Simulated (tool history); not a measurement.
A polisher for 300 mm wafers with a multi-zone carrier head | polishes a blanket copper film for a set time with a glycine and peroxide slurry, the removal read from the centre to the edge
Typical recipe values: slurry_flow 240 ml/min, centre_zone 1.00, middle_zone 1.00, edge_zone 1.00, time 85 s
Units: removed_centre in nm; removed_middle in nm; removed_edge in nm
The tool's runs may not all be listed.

| run | hour | slurry_flow | centre_zone | middle_zone | edge_zone | time | incoming thickness of the incoming film, nm | removed_centre | removed_middle | removed_edge |
|---|---|---|---|---|---|---|---|---|---|---|
| 1 | 0.0 | 240 | 1.00 | 1.00 | 1.00 | 85 | 1825.4 | 514.9 | 522.5 | 532.5 |
|  | 13.8 | slurry nozzle cleaned |
| 2 | 35.4 | 240 | 1.00 | 1.00 | 1.00 | 85 | 1801.2 | 536.2 | 541.9 | 545.4 |
|  | 43.8 | worn pad replaced by a new one |
| 3 | 50.6 | 240 | 1.00 | 1.00 | 1.00 | 85 | 1822.5 | 567.0 | 577.6 | 573.2 |
| 4 | 128.4 | 240 | 1.00 | 1.00 | 1.00 | 85 | 1779.6 | 540.9 | 551.5 | 535.3 |
|  | 164.1 | worn pad replaced by a new one |
| 5 | 164.6 | 240 | 1.00 | 1.00 | 1.00 | 85 | 1811.4 | 546.2 | 569.4 | 571.4 |
| 6 | 174.9 | 240 | 1.00 | 1.00 | 1.00 | 85 | 1806.1 | 562.6 | 563.9 | 563.4 |
| 7 | 206.4 | 240 | 1.00 | 1.00 | 1.00 | 85 | 1823.8 | 525.9 | 548.0 | 546.5 |
| 8 | 235.1 | 175 | 1.00 | 1.00 | 1.00 | 85 | 1770.7 | 484.2 | 499.2 | 515.1 |
| 9 | 248.0 | 175 | 1.00 | 1.00 | 1.00 | 85 | 1822.9 | 479.4 | 501.3 | 515.0 |
| 10 | 282.6 | 240 | 1.00 | 1.00 | 1.00 | 85 | 1819.6 | 504.9 | 532.2 | 513.2 |
|  | 310.2 | worn pad replaced by a new one |
| 11 | 310.8 | 315 | 1.00 | 0.96 | 1.00 | 75 | 1807.3 | 511.0 | 503.2 | 523.9 |
| 12 | 323.0 | 240 | 1.00 | 1.00 | 1.00 | 85 | 1838.1 | 538.8 | 558.2 | 558.5 |
|  | 348.5 | edge zone pressure recalibrated |
|  | 351.4 | slurry nozzle cleaned |
| 13 | 353.8 | 240 | 1.11 | 1.05 | 1.00 | 63 | 1807.8 | 456.5 | 447.9 | 433.8 |
| 14 | 369.5 | 240 | 1.00 | 1.11 | 0.96 | 85 | 1776.2 | 560.2 | 597.9 | 545.8 |
| 15 | 401.4 | 240 | 1.00 | 1.08 | 1.00 | 106 | 1797.2 | 691.9 | 731.7 | 693.7 |
|  | 414.0 | centre zone pressure recalibrated |
|  | 419.4 | carrier head's membrane replaced by a new one |
| 16 | 419.9 | 285 | 1.00 | 1.00 | 1.00 | 85 | 1789.1 | 551.6 | 550.8 | 546.5 |
| 17 | 427.7 | 240 | 1.00 | 1.00 | 1.00 | 85 | 1828.1 | 522.6 | 537.5 | 538.7 |
|  | 438.3 | worn pad replaced by a new one |
| 18 | 443.3 | 240 | 1.00 | 1.00 | 1.00 | 85 | 1817.5 | 548.0 | 564.0 | 562.6 |
| 19 | 459.9 | 165 | 1.09 | 1.00 | 1.00 | 60 | 1785.4 | 386.5 | 367.5 | 373.1 |
| 20 | 475.5 | 240 | 1.00 | 1.00 | 1.00 | 85 | 1813.7 | 532.0 | 556.9 | 548.6 |
| 21 | 544.9 | 240 | 1.00 | 0.95 | 1.00 | 85 | 1780.6 | 517.2 | 505.7 | 519.1 |
|  | 566.5 | worn pad replaced by a new one |
| 22 | 567.0 | 240 | 1.00 | 1.00 | 1.00 | 85 | 1828.0 | 544.2 | 568.3 | 562.4 |
| 23 | 586.0 | 240 | 1.00 | 0.89 | 1.00 | 85 | 1785.9 | 555.1 | 516.8 | 544.9 |

Alternative continuations, all from the tool just after run 23; predict every row:
| A | 586.5 | 240 | 0.90 | 1.00 | 1.00 | 85 | 1804.5 | ? | ? | ? |
| B | 586.5 | 240 | 0.96 | 1.04 | 1.00 | 85 | 1804.5 | ? | ? | ? |
| C | 586.5 | 200 | 1.00 | 1.00 | 1.00 | 85 | 1804.5 | ? | ? | ? |

| run | removed_centre | removed_middle | removed_edge |
|---|---|---|---|
| A | 479.0 | 551.4 | 557.0 |
| B | 511.3 | 565.7 | 556.8 |
| C | 510.5 | 530.9 | 542.2 |
Had the tool no hidden state, the same runs would have come out as:
| run | removed_centre | removed_middle | removed_edge |
|---|---|---|---|
| A | 516.3 | 590.8 | 588.9 |
| B | 551.2 | 606.1 | 588.7 |
| C | 557.3 | 574.9 | 577.3 |
